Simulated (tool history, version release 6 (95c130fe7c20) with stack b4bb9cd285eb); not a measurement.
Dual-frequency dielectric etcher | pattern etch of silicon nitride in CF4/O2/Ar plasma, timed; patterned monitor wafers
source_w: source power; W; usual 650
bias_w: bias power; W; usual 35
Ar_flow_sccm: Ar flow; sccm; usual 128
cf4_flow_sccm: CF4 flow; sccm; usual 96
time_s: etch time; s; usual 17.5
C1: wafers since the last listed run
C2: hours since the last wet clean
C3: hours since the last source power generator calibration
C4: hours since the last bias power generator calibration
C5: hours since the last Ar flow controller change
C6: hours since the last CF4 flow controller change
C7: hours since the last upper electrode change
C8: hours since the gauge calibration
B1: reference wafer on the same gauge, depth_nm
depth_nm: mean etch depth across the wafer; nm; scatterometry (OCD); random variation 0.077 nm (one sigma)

{"run": 1, "hour": 0.0, "source_w": 650, "bias_w": 35, "Ar_flow_sccm": 128, "cf4_flow_sccm": 96, "time_s": 17.5, "C1": 0, "C2": 356.4, "C3": 4972.4, "C4": 2788.3, "C5": 2525.2, "C6": 1325.9, "C7": 4683.7, "C8": 346.7, "B1": 40.15, "depth_nm": 35.52}
{"run": 2, "hour": 35.2, "source_w": 740, "bias_w": 35, "Ar_flow_sccm": 128, "cf4_flow_sccm": 96, "time_s": 17.5, "C1": 684, "C2": 391.6, "C3": 5007.6, "C4": 2823.5, "C5": 2560.4, "C6": 1361.1, "C7": 4718.9, "C8": 381.9, "B1": 40.06, "depth_nm": 39.95}
{"hour": 74.5, "done": "wet clean of the chamber"}
{"run": 3, "hour": 89.4, "source_w": 740, "bias_w": 35, "Ar_flow_sccm": 128, "cf4_flow_sccm": 96, "time_s": 17.5, "C1": 587, "C2": 14.9, "C3": 5061.8, "C4": 2877.7, "C5": 2614.6, "C6": 1415.3, "C7": 4773.1, "C8": 436.1, "B1": 40.07, "depth_nm": 39.39}
{"run": 4, "hour": 147.0, "source_w": 740, "bias_w": 35, "Ar_flow_sccm": 128, "cf4_flow_sccm": 96, "time_s": 17.5, "C1": 1119, "C2": 72.5, "C3": 5119.4, "C4": 2935.3, "C5": 2672.2, "C6": 1472.9, "C7": 4830.7, "C8": 493.7, "B1": 40.08, "depth_nm": 39.65}
{"run": 5, "hour": 194.5, "source_w": 650, "bias_w": 35, "Ar_flow_sccm": 128, "cf4_flow_sccm": 102, "time_s": 17.5, "C1": 923, "C2": 120.0, "C3": 5166.9, "C4": 2982.8, "C5": 2719.7, "C6": 1520.4, "C7": 4878.2, "C8": 541.2, "B1": 40.11, "depth_nm": 35.92}
{"run": 6, "hour": 226.0, "source_w": 650, "bias_w": 35, "Ar_flow_sccm": 128, "cf4_flow_sccm": 102, "time_s": 17.5, "C1": 612, "C2": 151.5, "C3": 5198.4, "C4": 3014.3, "C5": 2751.2, "C6": 1551.9, "C7": 4909.7, "C8": 572.7, "B1": 40.09, "depth_nm": 35.83}
{"hour": 241.2, "done": "CF4 flow controller replaced"}
{"run": 7, "hour": 288.6, "source_w": 650, "bias_w": 35, "Ar_flow_sccm": 128, "cf4_flow_sccm": 102, "time_s": 17.5, "C1": 1100, "C2": 214.1, "C3": 5261.0, "C4": 3076.9, "C5": 2813.8, "C6": 47.4, "C7": 4972.3, "C8": 635.3, "B1": 40.12, "depth_nm": 36.46}
{"hour": 298.6, "done": "source power generator calibrated"}
{"run": 8, "hour": 348.3, "source_w": 650, "bias_w": 42, "Ar_flow_sccm": 117, "cf4_flow_sccm": 96, "time_s": 17.5, "C1": 1082, "C2": 273.8, "C3": 49.7, "C4": 3136.6, "C5": 2873.5, "C6": 107.1, "C7": 5032.0, "C8": 695.0, "B1": 40.1, "depth_nm": 38.47}
{"hour": 421.6, "done": "gauge calibrated"}
{"hour": 458.3, "done": "Ar flow controller replaced"}
{"hour": 461.9, "done": "wet clean of the chamber"}
{"hour": 482.5, "done": "bias power generator calibrated"}
{"run": 9, "hour": 512.4, "source_w": 730, "bias_w": 33, "Ar_flow_sccm": 116, "cf4_flow_sccm": 81, "time_s": 17.5, "C1": 2926, "C2": 50.5, "C3": 213.8, "C4": 29.9, "C5": 54.1, "C6": 271.2, "C7": 5196.1, "C8": 90.8, "B1": 40.07, "depth_nm": 37.53}
{"hour": 569.3, "done": "upper electrode replaced"}
{"run": 10, "hour": 569.8, "source_w": 650, "bias_w": 35, "Ar_flow_sccm": 128, "cf4_flow_sccm": 96, "time_s": 21.5, "C1": 649, "C2": 107.9, "C3": 271.2, "C4": 87.3, "C5": 111.5, "C6": 328.6, "C7": 0.5, "C8": 148.2, "B1": 40.11, "depth_nm": 43.66}
{"run": 11, "hour": 593.9, "source_w": 650, "bias_w": 35, "Ar_flow_sccm": 128, "cf4_flow_sccm": 96, "time_s": 17.5, "C1": 468, "C2": 132.0, "C3": 295.3, "C4": 111.4, "C5": 135.6, "C6": 352.7, "C7": 24.6, "C8": 172.3, "B1": 40.1, "depth_nm": 35.64}
{"run": 12, "hour": 624.4, "source_w": 650, "bias_w": 35, "Ar_flow_sccm": 117, "cf4_flow_sccm": 107, "time_s": 14.0, "C1": 593, "C2": 162.5, "C3": 325.8, "C4": 141.9, "C5": 166.1, "C6": 383.2, "C7": 55.1, "C8": 202.8, "B1": 40.08, "depth_nm": 29.62}
{"run": 13, "hour": 659.5, "source_w": 650, "bias_w": 35, "Ar_flow_sccm": 128, "cf4_flow_sccm": 96, "time_s": 17.5, "C1": 682, "C2": 197.6, "C3": 360.9, "C4": 177.0, "C5": 201.2, "C6": 418.3, "C7": 90.2, "C8": 237.9, "B1": 40.1, "depth_nm": 35.65}
{"run": 14, "hour": 688.2, "source_w": 760, "bias_w": 35, "Ar_flow_sccm": 128, "cf4_flow_sccm": 96, "time_s": 17.5, "C1": 558, "C2": 226.3, "C3": 389.6, "C4": 205.7, "C5": 229.9, "C6": 447.0, "C7": 118.9, "C8": 266.6, "B1": 40.13, "depth_nm": 40.91}
{"run": 15, "hour": 753.7, "source_w": 650, "bias_w": 35, "Ar_flow_sccm": 128, "cf4_flow_sccm": 96, "time_s": 17.5, "C1": 1273, "C2": 291.8, "C3": 455.1, "C4": 271.2, "C5": 295.4, "C6": 512.5, "C7": 184.4, "C8": 332.1, "B1": 40.1, "depth_nm": 35.72}

Hidden state or all else? Some run-to-run changes of depth_nm, split into what the settings, what came in and random variation would give without the hidden state, and what is left for the hidden state (with any gauge scatter that isn't in both results):
The hidden state here: etch rate over this chamber's usual, %; source power that arrives over what is set, %; bias power that arrives over what is set, %; Ar flow that arrives over what is set, %; CF4 flow that arrives over what is set, %; gauge reads high (%).
Run 6 -> 7: CF4 flow controller replaced. depth_nm +0.63 nm: hidden state +0.61, all else +0.02.
Run 10 -> 11: time_s 21.5 -> 17.5. depth_nm -8.02 nm: hidden state +0.05, all else -8.07.
